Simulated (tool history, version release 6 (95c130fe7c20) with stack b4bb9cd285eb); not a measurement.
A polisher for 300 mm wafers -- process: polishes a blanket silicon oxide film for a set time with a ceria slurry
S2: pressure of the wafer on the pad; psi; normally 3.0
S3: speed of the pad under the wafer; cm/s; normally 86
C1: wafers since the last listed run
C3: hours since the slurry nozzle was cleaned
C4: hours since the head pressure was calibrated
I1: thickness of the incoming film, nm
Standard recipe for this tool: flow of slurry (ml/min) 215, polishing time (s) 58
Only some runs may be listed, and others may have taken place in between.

run 1 hour=0.0 | flow_of_slurry_(ml/min)=215 S2=3.0 S3=86 polishing_time_(s)=67 | C1=0 wafers_polished_on_this_pad=876 C3=71.2 C4=409.9 | I1=968.1 | film_removed_(angstrom)=2348
-- hour=30.8 worn pad replaced by a new one
run 2 hour=31.7 | flow_of_slurry_(ml/min)=215 S2=3.0 S3=86 polishing_time_(s)=58 | C1=368 wafers_polished_on_this_pad=11 C3=102.9 C4=441.6 | I1=962.7 | film_removed_(angstrom)=2070
run 3 hour=44.2 | flow_of_slurry_(ml/min)=215 S2=3.0 S3=92 polishing_time_(s)=58 | C1=166 wafers_polished_on_this_pad=178 C3=115.4 C4=454.1 | I1=961.6 | film_removed_(angstrom)=2195
run 4 hour=73.4 | flow_of_slurry_(ml/min)=215 S2=3.0 S3=92 polishing_time_(s)=58 | C1=388 wafers_polished_on_this_pad=566 C3=144.6 C4=483.3 | I1=943.1 | film_removed_(angstrom)=2149
run 5 hour=93.6 | flow_of_slurry_(ml/min)=215 S2=3.0 S3=86 polishing_time_(s)=58 | C1=268 wafers_polished_on_this_pad=835 C3=164.8 C4=503.5 | I1=960.2 | film_removed_(angstrom)=2031
-- hour=134.6 worn pad replaced by a new one
run 6 hour=150.5 | flow_of_slurry_(ml/min)=215 S2=3.0 S3=86 polishing_time_(s)=58 | C1=704 wafers_polished_on_this_pad=212 C3=221.7 C4=560.4 | I1=963.3 | film_removed_(angstrom)=2011
-- hour=236.5 worn pad replaced by a new one, of another model than before
-- hour=236.8 slurry nozzle cleaned
run 7 hour=251.1 | flow_of_slurry_(ml/min)=215 S2=3.0 S3=86 polishing_time_(s)=58 | C1=1282 wafers_polished_on_this_pad=190 C3=14.3 C4=661.0 | I1=966.5 | film_removed_(angstrom)=2041
run 8 hour=278.7 | flow_of_slurry_(ml/min)=215 S2=3.5 S3=86 polishing_time_(s)=58 | C1=367 wafers_polished_on_this_pad=558 C3=41.9 C4=688.6 | I1=969.1 | film_removed_(angstrom)=2169
run 9 hour=297.7 | flow_of_slurry_(ml/min)=215 S2=3.5 S3=86 polishing_time_(s)=58 | C1=252 wafers_polished_on_this_pad=811 C3=60.9 C4=707.6 | I1=955.9 | film_removed_(angstrom)=2201
run 10 hour=309.7 | flow_of_slurry_(ml/min)=215 S2=2.1 S3=102 polishing_time_(s)=58 | C1=159 wafers_polished_on_this_pad=970 C3=72.9 C4=719.6 | I1=969.6 | film_removed_(angstrom)=1986
-- hour=320.2 head pressure recalibrated
run 11 hour=339.2 | flow_of_slurry_(ml/min)=215 S2=3.0 S3=86 polishing_time_(s)=58 | C1=366 wafers_polished_on_this_pad=1336 C3=102.4 C4=19.0 | I1=973.3 | film_removed_(angstrom)=2010
-- hour=354.1 worn pad replaced by a new one
run 12 hour=361.9 | flow_of_slurry_(ml/min)=215 S2=3.0 S3=100 polishing_time_(s)=51 | C1=248 wafers_polished_on_this_pad=104 C3=125.1 C4=41.7 | I1=961.5 | film_removed_(angstrom)=2010
run 13 hour=394.5 | flow_of_slurry_(ml/min)=215 S2=3.0 S3=76 polishing_time_(s)=38 | C1=433 wafers_polished_on_this_pad=538 C3=157.7 C4=74.3 | I1=974.6 | film_removed_(angstrom)=1192
run 14 hour=426.2 | flow_of_slurry_(ml/min)=250 S2=3.7 S3=70 polishing_time_(s)=41 | C1=421 wafers_polished_on_this_pad=959 C3=189.4 C4=106.0 | I1=946.8 | film_removed_(angstrom)=1382
run 15 hour=450.9 | flow_of_slurry_(ml/min)=150 S2=2.1 S3=114 polishing_time_(s)=58 | C1=328 wafers_polished_on_this_pad=1288 C3=214.1 C4=130.7 | I1=962.3 | film_removed_(angstrom)=2048
-- hour=460.0 worn pad replaced by a new one
run 16 hour=477.7 | flow_of_slurry_(ml/min)=175 S2=3.0 S3=86 polishing_time_(s)=50 | C1=303 wafers_polished_on_this_pad=235 C3=240.9 C4=157.5 | I1=976.5 | film_removed_(angstrom)=1714
-- hour=484.5 slurry nozzle cleaned
run 17 hour=511.5 | flow_of_slurry_(ml/min)=215 S2=3.0 S3=86 polishing_time_(s)=58 | C1=436 wafers_polished_on_this_pad=672 C3=27.0 C4=191.3 | I1=952.3 | film_removed_(angstrom)=2021
run 18 hour=524.5 | flow_of_slurry_(ml/min)=215 S2=3.0 S3=86 polishing_time_(s)=50 | C1=173 wafers_polished_on_this_pad=845 C3=40.0 C4=204.3 | I1=960.2 | film_removed_(angstrom)=1749
run 19 hour=544.1 | flow_of_slurry_(ml/min)=215 S2=3.0 S3=86 polishing_time_(s)=58 | C1=260 wafers_polished_on_this_pad=1106 C3=59.6 C4=223.9 | I1=947.1 | film_removed_(angstrom)=2020

Forecast each of these 4 alternatives for the next run:
run A hour=544.5 | flow_of_slurry_(ml/min)=215 S2=2.7 S3=86 polishing_time_(s)=58 | C1=5 wafers_polished_on_this_pad=1111 C3=60.0 C4=224.3 | I1=963.2 | film_removed_(angstrom)=?
run B hour=544.5 | flow_of_slurry_(ml/min)=215 S2=4.0 S3=86 polishing_time_(s)=46 | C1=5 wafers_polished_on_this_pad=1111 C3=60.0 C4=224.3 | I1=963.2 | film_removed_(angstrom)=?
run C hour=544.5 | flow_of_slurry_(ml/min)=160 S2=3.0 S3=86 polishing_time_(s)=58 | C1=5 wafers_polished_on_this_pad=1111 C3=60.0 C4=224.3 | I1=963.2 | film_removed_(angstrom)=?
run D hour=544.5 | flow_of_slurry_(ml/min)=275 S2=3.9 S3=86 polishing_time_(s)=58 | C1=5 wafers_polished_on_this_pad=1111 C3=60.0 C4=224.3 | I1=963.2 | film_removed_(angstrom)=?

run=A film_removed_(angstrom)=1920
run=B film_removed_(angstrom)=1833
run=C film_removed_(angstrom)=1954
run=D film_removed_(angstrom)=2330
Stripped of hidden state, with their random variation kept, the same runs would have yielded:
run=A film_removed_(angstrom)=1982
run=B film_removed_(angstrom)=1892
run=C film_removed_(angstrom)=2017
run=D film_removed_(angstrom)=2405

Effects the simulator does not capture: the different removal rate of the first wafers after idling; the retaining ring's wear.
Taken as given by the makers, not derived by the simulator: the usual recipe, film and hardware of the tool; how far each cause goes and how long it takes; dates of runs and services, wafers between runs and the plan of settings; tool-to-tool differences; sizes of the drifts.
